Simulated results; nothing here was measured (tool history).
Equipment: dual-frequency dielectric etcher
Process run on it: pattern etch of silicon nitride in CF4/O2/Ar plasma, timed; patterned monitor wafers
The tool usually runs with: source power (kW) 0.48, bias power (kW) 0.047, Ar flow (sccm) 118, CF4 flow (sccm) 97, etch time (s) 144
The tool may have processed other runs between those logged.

run	hour	source power (kW)	bias power (kW)	Ar flow (sccm)	CF4 flow (sccm)	etch time (s)	wafers since the last listed run	hours since the last wet clean	hours since the last source power generator calibration	hours since the last bias power generator calibration	hours since the last Ar flow controller change	hours since the last CF4 flow controller change	hours since the last upper electrode change	hours since the gauge calibration	read-back reference wafer on the same gauge, depth_nm	mean etch depth across the wafer (nm)
1	0	0.48	0.056	118	97	144	0	631.6	465.7	1624.8	2331.6	3316.1	802.9	3369.1	204.8	269.5
# hour 33.5: wet clean of the chamber
2	76	0.48	0.047	118	97	144	456	42.5	541.7	1700.8	2407.6	3392.1	878.9	3445.1	203.8	252.1
# hour 119.3: gauge calibrated
3	155.6	0.48	0.047	118	106	144	698	122.1	621.3	1780.4	2487.2	3471.7	958.5	36.3	203.9	252.9
4	214.7	0.48	0.047	118	97	144	518	181.2	680.4	1839.5	2546.3	3530.8	1017.6	95.4	203.7	250.9
5	304.9	0.48	0.047	104	97	144	791	271.4	770.6	1929.7	2636.5	3621	1107.8	185.6	204.3	252.7
6	367.1	0.48	0.047	101	84	144	545	333.6	832.8	1991.9	2698.7	3683.2	1170	247.8	204	249.6
7	422.7	0.55	0.05	118	121	173.5	487	389.2	888.4	2047.5	2754.3	3738.8	1225.6	303.4	204	365.6
# hour 492.4: Ar flow controller replaced
8	516.2	0.42	0.039	138	77	144	767	482.7	981.9	2141	23.8	3832.3	1319.1	396.9	204	183.6
9	568.8	0.37	0.047	140	80	144	461	535.3	1034.5	2193.6	76.4	3884.9	1371.7	449.5	204.1	176.7
10	646.1	0.4	0.047	94	97	144	678	612.6	1111.8	2270.9	153.7	3962.2	1449	526.8	203.9	208.6
11	722.3	0.48	0.053	118	97	144	668	688.8	1188	2347.1	229.9	4038.4	1525.2	603	204.3	260.3
# hour 817.1: CF4 flow controller replaced
# hour 817.8: bias power generator calibrated
# hour 835.7: wet clean of the chamber
12	836.2	0.48	0.05	118	84	144	783	0.5	1301.9	18.4	343.8	19.1	1639.1	716.9	203.9	252.8
13	912.6	0.48	0.047	131	116	144	670	76.9	1378.3	94.8	420.2	95.5	1715.5	793.3	203.8	257.3
14	1012.2	0.48	0.047	118	97	144	873	176.5	1477.9	194.4	519.8	195.1	1815.1	892.9	204.3	249.7
15	1113.9	0.54	0.047	118	91	125	892	278.2	1579.6	296.1	621.5	296.8	1916.8	994.6	203.7	239.7
16	1163.6	0.48	0.047	118	97	144	436	327.9	1629.3	345.8	671.2	346.5	1966.5	1044.3	204.3	248.3
17	1242.1	0.48	0.035	118	97	144	688	406.4	1707.8	424.3	749.7	425	2045	1122.8	204.3	215.9
18	1325.9	0.58	0.047	118	76	159.5	735	490.2	1791.6	508.1	833.5	508.8	2128.8	1206.6	203.7	321.4
19	1362.2	0.48	0.038	88	120	144	318	526.5	1827.9	544.4	869.8	545.1	2165.1	1242.9	204.2	237.3
20	1431.5	0.52	0.047	118	97	144	608	595.8	1897.2	613.7	939.1	614.4	2234.4	1312.2	203.9	269
21	1500.9	0.48	0.047	118	97	158.5	608	665.2	1966.6	683.1	1008.5	683.8	2303.8	1381.6	204.2	270.5
22	1567.3	0.43	0.047	118	97	129	582	731.6	2033	749.5	1074.9	750.2	2370.2	1448	203.7	196.5

Below are 3 alternative next runs, each starting from the tool's condition after run 22. Predict each:
A	1567.8	0.36	0.047	118	97	144	4	732.1	2033.5	750	1075.4	750.7	2370.7	1448.5	?	?
B	1567.8	0.48	0.047	118	97	173	4	732.1	2033.5	750	1075.4	750.7	2370.7	1448.5	?	?
C	1567.8	0.48	0.047	118	97	112	4	732.1	2033.5	750	1075.4	750.7	2370.7	1448.5	?	?

run	read-back reference wafer on the same gauge, depth_nm	mean etch depth across the wafer (nm)
A	204.2	180.2
B	204.2	295.9
C	204.2	191.6
Without the tool's hidden state the same runs would have given:
run	mean etch depth across the wafer (nm)
A	185.6
B	304.8
C	197.3
